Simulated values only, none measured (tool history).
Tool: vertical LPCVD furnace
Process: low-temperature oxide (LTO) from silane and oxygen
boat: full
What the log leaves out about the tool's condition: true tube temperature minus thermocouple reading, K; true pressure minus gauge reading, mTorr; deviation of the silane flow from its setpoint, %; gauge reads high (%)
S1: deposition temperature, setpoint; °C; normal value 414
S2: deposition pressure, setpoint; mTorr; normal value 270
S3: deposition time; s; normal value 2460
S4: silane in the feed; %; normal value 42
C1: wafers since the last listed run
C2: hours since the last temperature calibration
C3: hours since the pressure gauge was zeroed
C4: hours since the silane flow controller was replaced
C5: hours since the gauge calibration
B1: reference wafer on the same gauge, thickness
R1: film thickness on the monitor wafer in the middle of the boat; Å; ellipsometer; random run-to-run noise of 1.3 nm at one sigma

Run 1, hour 0.0: usual settings; C1 0; C2 2149.0; C3 1893.2; C4 4596.7; C5 50.5; B1 541.89. Result: R1 6099.5 Å.
Run 2, hour 14.0: usual settings; C1 163; C2 2163.0; C3 1907.2; C4 4610.7; C5 64.5; B1 541.86. Result: R1 6064.8 Å.
Run 3, hour 34.2: usual settings; C1 235; C2 2183.2; C3 1927.4; C4 4630.9; C5 84.7; B1 541.90. Result: R1 6078.9 Å.
Run 4, hour 44.9: usual settings; C1 124; C2 2193.9; C3 1938.1; C4 4641.6; C5 95.4; B1 541.88. Result: R1 6072.4 Å.
Run 5, hour 52.3: usual settings; C1 86; C2 2201.3; C3 1945.5; C4 4649.0; C5 102.8; B1 542.10. Result: R1 6080.8 Å.
Run 6, hour 79.8: usual settings; C1 320; C2 2228.8; C3 1973.0; C4 4676.5; C5 130.3; B1 542.10. Result: R1 6101.8 Å.
At hour 104.0: pressure gauge zeroed.
Run 7, hour 104.5: usual settings; C1 8; C2 2253.5; C3 0.5; C4 4701.2; C5 155.0; B1 542.02. Result: R1 6104.2 Å.
Run 8, hour 109.3: usual settings; C1 55; C2 2258.3; C3 5.3; C4 4706.0; C5 159.8; B1 541.79. Result: R1 6113.2 Å.
Run 9, hour 123.4: usual settings; C1 164; C2 2272.4; C3 19.4; C4 4720.1; C5 173.9; B1 542.25. Result: R1 6085.6 Å.
Run 10, hour 139.3: usual settings but S3 1830 s; C1 185; C2 2288.3; C3 35.3; C4 4736.0; C5 189.8; B1 542.05. Result: R1 4534.9 Å.
At hour 178.0: thermocouples replaced and temperature profile calibrated.
Run 11, hour 178.5: usual settings but S1 417 °C; C1 177; C2 0.5; C3 74.5; C4 4775.2; C5 229.0; B1 541.91. Result: R1 6054.5 Å.
Run 12, hour 183.3: usual settings but S1 417 °C; C1 55; C2 5.3; C3 79.3; C4 4780.0; C5 233.8; B1 542.21. Result: R1 6039.6 Å.
Run 13, hour 189.6: usual settings; C1 73; C2 11.6; C3 85.6; C4 4786.3; C5 240.1; B1 542.15. Result: R1 5872.1 Å.
Run 14, hour 205.9: usual settings; C1 190; C2 27.9; C3 101.9; C4 4802.6; C5 256.4; B1 542.23. Result: R1 5867.0 Å.
At hour 208.0: gauge calibrated.
Run 15, hour 220.3: usual settings; C1 167; C2 42.3; C3 116.3; C4 4817.0; C5 12.3; B1 541.73. Result: R1 5880.7 Å.
Run 16, hour 236.9: usual settings but S1 408 °C, S2 225 mTorr, S3 2040 s, S4 49 %; C1 193; C2 58.9; C3 132.9; C4 4833.6; C5 28.9; B1 542.16. Result: R1 4458.1 Å.
At hour 271.2: silane flow controller replaced.
Run 17, hour 271.7: usual settings but S3 3270 s; C1 125; C2 93.7; C3 167.7; C4 0.5; C5 63.7; B1 542.19. Result: R1 7825.4 Å.
Run 18, hour 276.5: usual settings; C1 55; C2 98.5; C3 172.5; C4 5.3; C5 68.5; B1 542.01. Result: R1 5888.7 Å.
Run 19, hour 281.3: usual settings but S4 44 %; C1 55; C2 103.3; C3 177.3; C4 10.1; C5 73.3; B1 542.10. Result: R1 6160.8 Å.
Run 20, hour 286.1: usual settings but S1 405 °C; C1 55; C2 108.1; C3 182.1; C4 14.9; C5 78.1; B1 542.04. Result: R1 5350.8 Å.
Run 21, hour 290.9: usual settings but S1 418 °C, S2 230 mTorr, S3 3420 s, S4 35 %; C1 55; C2 112.9; C3 186.9; C4 19.7; C5 82.9; B1 542.35. Result: R1 5852.0 Å.
Run 22, hour 306.2: usual settings but S2 250 mTorr, S3 1950 s; C1 178; C2 128.2; C3 202.2; C4 35.0; C5 98.2; B1 541.72. Result: R1 4324.4 Å.
Run 23, hour 324.8: usual settings but S2 330 mTorr, S3 1830 s; C1 216; C2 146.8; C3 220.8; C4 53.6; C5 116.8; B1 542.06. Result: R1 5369.8 Å.
Run 24, hour 340.4: usual settings but S2 325 mTorr, S3 2130 s, S4 45 %; C1 181; C2 162.4; C3 236.4; C4 69.2; C5 132.4; B1 542.50. Result: R1 6569.0 Å.
Run 25, hour 355.4: usual settings but S1 426 °C, S2 230 mTorr, S3 2820 s, S4 50 %; C1 174; C2 177.4; C3 251.4; C4 84.2; C5 147.4; B1 541.67. Result: R1 7578.1 Å.
Run 26, hour 367.1: usual settings but S1 406 °C, S4 36 %; C1 136; C2 189.1; C3 263.1; C4 95.9; C5 159.1; B1 541.84. Result: R1 4514.9 Å.
Run 27, hour 386.8: usual settings but S2 245 mTorr, S4 48 %; C1 229; C2 208.8; C3 282.8; C4 115.6; C5 178.8; B1 542.05. Result: R1 6110.5 Å.
Run 28, hour 393.6: usual settings but S1 407 °C, S2 230 mTorr, S4 36 %; C1 79; C2 215.6; C3 289.6; C4 122.4; C5 185.6; B1 541.53. Result: R1 3872.0 Å.
Run 29, hour 406.3: usual settings but S2 305 mTorr, S4 47 %; C1 148; C2 228.3; C3 302.3; C4 135.1; C5 198.3; B1 542.21. Result: R1 7429.2 Å.
At hour 422.9: gauge calibrated.
Run 30, hour 425.7: usual settings but S1 426 °C; C1 226; C2 247.7; C3 321.7; C4 154.5; C5 2.8; B1 542.12. Result: R1 6634.8 Å.
Run 31, hour 433.6: usual settings but S4 38 %; C1 92; C2 255.6; C3 329.6; C4 162.4; C5 10.7; B1 542.06. Result: R1 5261.2 Å.

Alternative continuations, all from the tool just after run 31; predict every row:
Run A, hour 438.5: usual settings but S1 421 °C; C1 57; C2 260.5; C3 334.5; C4 167.3; C5 15.6; B1 ?. Result: R1 ?.
Run B, hour 438.5: usual settings but S1 423 °C, S2 300 mTorr; C1 57; C2 260.5; C3 334.5; C4 167.3; C5 15.6; B1 ?. Result: R1 ?.
Run C, hour 438.5: usual settings but S1 404 °C, S2 230 mTorr, S3 1530 s, S4 34 %; C1 57; C2 260.5; C3 334.5; C4 167.3; C5 15.6; B1 ?. Result: R1 ?.
Run D, hour 438.5: usual settings but S4 36 %; C1 57; C2 260.5; C3 334.5; C4 167.3; C5 15.6; B1 ?. Result: R1 ?.

run      B1      R1
  A  541.92  6311.0
  B  541.92  7153.0
  C  541.92  2160.2
  D  541.92  4906.4
Without the tool's hidden state the same runs would have given:
run      R1
  A  6270.4
  B  7107.4
  C  2144.4
  D  4872.5
